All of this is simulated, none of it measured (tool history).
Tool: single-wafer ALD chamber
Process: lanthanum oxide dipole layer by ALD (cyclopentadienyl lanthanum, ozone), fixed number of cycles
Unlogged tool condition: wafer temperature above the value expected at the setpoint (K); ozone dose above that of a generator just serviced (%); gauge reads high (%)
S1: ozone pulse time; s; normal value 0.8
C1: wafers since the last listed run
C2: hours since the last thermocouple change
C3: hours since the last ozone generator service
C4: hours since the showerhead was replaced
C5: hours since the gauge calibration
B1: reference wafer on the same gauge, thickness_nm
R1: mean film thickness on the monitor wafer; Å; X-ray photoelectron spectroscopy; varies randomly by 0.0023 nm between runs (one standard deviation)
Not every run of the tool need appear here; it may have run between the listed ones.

Run 1, hour 0: usual settings; C1 0; C2 779.5; C3 67.2; C4 4972.5; C5 1040.4; B1 0.48. Result: R1 4.43 Å.
Run 2, hour 71.1: usual settings; C1 1008; C2 850.6; C3 138.3; C4 5043.6; C5 1111.5; B1 0.48. Result: R1 4.38 Å.
Run 3, hour 106.9: usual settings; C1 507; C2 886.4; C3 174.1; C4 5079.4; C5 1147.3; B1 0.48. Result: R1 4.44 Å.
Run 4, hour 181.5: usual settings; C1 1058; C2 961; C3 248.7; C4 5154; C5 1221.9; B1 0.48. Result: R1 4.37 Å.
Run 5, hour 230.1: usual settings; C1 689; C2 1009.6; C3 297.3; C4 5202.6; C5 1270.5; B1 0.48. Result: R1 4.42 Å.
At hour 255.8: thermocouple changed; heater temperature recalibrated.
Run 6, hour 266.4: usual settings but S1 0.63 s; C1 401; C2 10.6; C3 333.6; C4 5238.9; C5 1306.8; B1 0.48. Result: R1 4.05 Å.
Run 7, hour 317.9: usual settings but S1 0.63 s; C1 730; C2 62.1; C3 385.1; C4 5290.4; C5 1358.3; B1 0.481. Result: R1 4.08 Å.
Run 8, hour 360.7: usual settings; C1 607; C2 104.9; C3 427.9; C4 5333.2; C5 1401.1; B1 0.48. Result: R1 4.35 Å.
Run 9, hour 432.1: usual settings; C1 1012; C2 176.3; C3 499.3; C4 5404.6; C5 1472.5; B1 0.48. Result: R1 4.38 Å.
Run 10, hour 487.4: usual settings; C1 784; C2 231.6; C3 554.6; C4 5459.9; C5 1527.8; B1 0.48. Result: R1 4.44 Å.
Run 11, hour 555.2: usual settings; C1 961; C2 299.4; C3 622.4; C4 5527.7; C5 1595.6; B1 0.48. Result: R1 4.4 Å.
At hour 582.2: showerhead replaced.
Run 12, hour 582.7: usual settings; C1 276; C2 326.9; C3 649.9; C4 0.5; C5 1623.1; B1 0.48. Result: R1 4.36 Å.
Run 13, hour 643.9: usual settings but S1 0.93 s; C1 867; C2 388.1; C3 711.1; C4 61.7; C5 1684.3; B1 0.48. Result: R1 4.56 Å.
Run 14, hour 669.5: usual settings but S1 0.93 s; C1 363; C2 413.7; C3 736.7; C4 87.3; C5 1709.9; B1 0.48. Result: R1 4.57 Å.
Run 15, hour 737.2: usual settings but S1 0.93 s; C1 960; C2 481.4; C3 804.4; C4 155; C5 1777.6; B1 0.48. Result: R1 4.56 Å.
Run 16, hour 780.7: usual settings but S1 0.71 s; C1 616; C2 524.9; C3 847.9; C4 198.5; C5 1821.1; B1 0.48. Result: R1 4.2 Å.
Run 17, hour 843.1: usual settings but S1 0.68 s; C1 884; C2 587.3; C3 910.3; C4 260.9; C5 1883.5; B1 0.48. Result: R1 4.13 Å.
Run 18, hour 889.1: usual settings; C1 652; C2 633.3; C3 956.3; C4 306.9; C5 1929.5; B1 0.48. Result: R1 4.33 Å.
Run 19, hour 958: usual settings but S1 0.58 s; C1 977; C2 702.2; C3 1025.2; C4 375.8; C5 1998.4; B1 0.48. Result: R1 3.89 Å.
Run 20, hour 1026.4: usual settings but S1 0.93 s; C1 970; C2 770.6; C3 1093.6; C4 444.2; C5 2066.8; B1 0.48. Result: R1 4.55 Å.
Run 21, hour 1061.4: usual settings; C1 496; C2 805.6; C3 1128.6; C4 479.2; C5 2101.8; B1 0.48. Result: R1 4.35 Å.
Run 22, hour 1108.2: usual settings but S1 0.98 s; C1 663; C2 852.4; C3 1175.4; C4 526; C5 2148.6; B1 0.48. Result: R1 4.54 Å.
Run 23, hour 1167.3: usual settings but S1 0.67 s; C1 838; C2 911.5; C3 1234.5; C4 585.1; C5 2207.7; B1 0.48. Result: R1 4.06 Å.
At hour 1176.1: thermocouple changed; heater temperature recalibrated.
Run 24, hour 1214: usual settings but S1 0.92 s; C1 548; C2 37.9; C3 1281.2; C4 631.8; C5 2254.4; B1 0.48. Result: R1 4.39 Å.
Run 25, hour 1250: usual settings but S1 0.48 s; C1 510; C2 73.9; C3 1317.2; C4 667.8; C5 2290.4; B1 0.48. Result: R1 3.52 Å.
At hour 1370.4: gauge calibrated.
Run 26, hour 1459.9: usual settings but S1 0.7 s; C1 2976; C2 283.8; C3 1527.1; C4 877.7; C5 89.5; B1 0.48. Result: R1 3.98 Å.
At hour 1494.6: ozone generator serviced.
Run 27, hour 1516.3: usual settings; C1 686; C2 340.2; C3 21.7; C4 934.1; C5 145.9; B1 0.48. Result: R1 4.41 Å.
Run 28, hour 1584.4: usual settings but S1 0.59 s; C1 965; C2 408.3; C3 89.8; C4 1002.2; C5 214; B1 0.48. Result: R1 3.99 Å.
Run 29, hour 1636.7: usual settings but S1 0.68 s; C1 741; C2 460.6; C3 142.1; C4 1054.5; C5 266.3; B1 0.48. Result: R1 4.18 Å.
Run 30, hour 1669.5: usual settings; C1 465; C2 493.4; C3 174.9; C4 1087.3; C5 299.1; B1 0.481. Result: R1 4.42 Å.
Run 31, hour 1738.7: usual settings but S1 0.61 s; C1 981; C2 562.6; C3 244.1; C4 1156.5; C5 368.3; B1 0.48. Result: R1 4.05 Å.
Run 32, hour 1799.3: usual settings but S1 0.64 s; C1 859; C2 623.2; C3 304.7; C4 1217.1; C5 428.9; B1 0.48. Result: R1 4.06 Å.
Run 33, hour 1834.7: usual settings but S1 1.06 s; C1 502; C2 658.6; C3 340.1; C4 1252.5; C5 464.3; B1 0.48. Result: R1 4.8 Å.
Run 34, hour 1896.8: usual settings but S1 0.95 s; C1 880; C2 720.7; C3 402.2; C4 1314.6; C5 526.4; B1 0.48. Result: R1 4.64 Å.

Branching from run 34: 4 alternative next runs. What would each branch give?
Run A, hour 1897.2: usual settings; C1 5; C2 721.1; C3 402.6; C4 1315; C5 526.8; B1 ?. Result: R1 ?.
Run B, hour 1897.2: usual settings but S1 0.89 s; C1 5; C2 721.1; C3 402.6; C4 1315; C5 526.8; B1 ?. Result: R1 ?.
Run C, hour 1897.2: usual settings but S1 0.57 s; C1 5; C2 721.1; C3 402.6; C4 1315; C5 526.8; B1 ?. Result: R1 ?.
Run D, hour 1897.2: usual settings but S1 1.02 s; C1 5; C2 721.1; C3 402.6; C4 1315; C5 526.8; B1 ?. Result: R1 ?.

run    B1    R1
  A  0.48  4.38
  B  0.48  4.52
  C  0.48  3.91
  D  0.48   4.7
Take away the tool's hidden state, keep each run's random variation, and the runs would have read:
run    R1
  A  4.41
  B  4.55
  C  3.94
  D  4.72
